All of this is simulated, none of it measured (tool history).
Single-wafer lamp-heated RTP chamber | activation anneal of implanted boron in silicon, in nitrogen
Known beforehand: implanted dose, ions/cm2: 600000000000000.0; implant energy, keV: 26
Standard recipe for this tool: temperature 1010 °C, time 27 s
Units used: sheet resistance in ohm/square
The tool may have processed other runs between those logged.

run    hour  temperature  time  wafers since the last listed run  wafers since the last pyrometer calibration  wafers since the reflector plate was cleaned  hours since the gauge calibration  read-back reference wafer on the same gauge, sheet resistance  sheet resistance
  1       0         1010    27                                 0                                         3895                                          5303                               42.7                                                         188.26            175.09
       16.2  -- reflector plate cleaned
  2    37.3         1025    27                               343                                         4238                                           247                                 80                                                         188.15            171.99
  3    64.5         1010    37                               319                                         4558                                           566                              107.2                                                         188.12            174.64
       99.4  -- pyrometer window cleaned and pyrometer calibrated
  4   102.3         1010    27                               349                                           33                                           915                                145                                                         187.83            174.88
  5   151.9         1010    27                               582                                          615                                          1497                              194.6                                                         187.98             175.3
  6   185.8         1027    22                               397                                         1013                                          1895                              228.5                                                         187.88            172.71
  7   232.6         1027    22                               549                                         1562                                          2444                              275.3                                                         187.89            172.15
  8   281.6         1021    38                               574                                         2137                                          3019                              324.3                                                         187.96            171.95
  9   339.8          997    27                               682                                         2820                                          3702                              382.5                                                         188.03            177.63
 10   501.3          997    27                              1895                                         4715                                          5597                                544                                                         187.76            177.93
      535.3  -- reflector plate cleaned
 11   546.6         1010    33                               437                                         5153                                           132                              589.3                                                         188.17            173.94
      587.6  -- pyrometer window cleaned and pyrometer calibrated
 12   616.4         1010    27                               725                                          337                                           857                              659.1                                                         187.71            174.79
 13   681.8         1010    27                               767                                         1105                                          1624                              724.5                                                         188.03            174.61
 14   728.1         1010    27                               543                                         1648                                          2167                              770.8                                                         188.11            175.37
 15   752.6         1026    27                               287                                         1935                                          2455                              795.3                                                         187.94            171.62
 16   820.7         1026    27                               799                                         2734                                          3254                              863.4                                                         188.03            171.86
 17   854.9         1010    27                               401                                         3136                                          3655                              897.6                                                          188.3            174.75
 18     926          999    35                               834                                         3970                                          4490                              968.7                                                         187.92            175.42
 19   957.1         1032    27                               364                                         4335                                          4855                              999.8                                                         187.89            172.23
      961.3  -- gauge calibrated
      998.1  -- pyrometer window cleaned and pyrometer calibrated
 20  1007.5         1021    42                               497                                          110                                          5352                               46.2                                                         188.26            172.28
 21  1050.3          983    16                               502                                          612                                          5854                                 89                                                         187.89            189.63
 22  1076.9          986    31                               312                                          924                                          6166                              115.6                                                         187.86            181.46
       1091  -- reflector plate cleaned
 23  1147.7         1010    11                               736                                         1661                                           665                              186.4                                                         188.23            177.29
 24  1174.7         1019    18                               316                                         1978                                           982                              213.4                                                         188.09            175.24
 25  1206.9          997    27                               377                                         2355                                          1360                              245.6                                                         187.96            177.15
 26  1235.1         1010    27                               330                                         2686                                          1691                              273.8                                                         187.83            174.18
 27  1275.7         1039    12                               476                                         3163                                          2167                              314.4                                                         187.87             173.1
 28  1305.5         1002    18                               349                                         3512                                          2517                              344.2                                                         188.06            176.99
 29  1330.8         1010    27                               296                                         3809                                          2813                              369.5                                                         188.05            174.11
 30  1357.7         1010    27                               315                                         4125                                          3129                              396.4                                                         187.92            175.22
 31  1427.3         1028    38                               816                                         4942                                          3946                                466                                                         188.16            170.53
     1459.4  -- pyrometer window cleaned and pyrometer calibrated
     1616.9  -- reflector plate cleaned
 32  1618.4         1027    20                              2054                                         1771                                            17                              657.1                                                         188.14            172.56
 33  1656.8         1020    17                               450                                         2221                                           468                              695.5                                                         188.07            174.52
 34  1717.3         1020    31                               709                                         2931                                          1178                                756                                                         187.97             173.3

What was the tool's hidden state at every run in the log?
true wafer temperature minus pyrometer reading, K: 0 on each run
wafer temperature error from the tarnished reflector plate, K: 0 on each run
gauge reads high (%): 0 on each run

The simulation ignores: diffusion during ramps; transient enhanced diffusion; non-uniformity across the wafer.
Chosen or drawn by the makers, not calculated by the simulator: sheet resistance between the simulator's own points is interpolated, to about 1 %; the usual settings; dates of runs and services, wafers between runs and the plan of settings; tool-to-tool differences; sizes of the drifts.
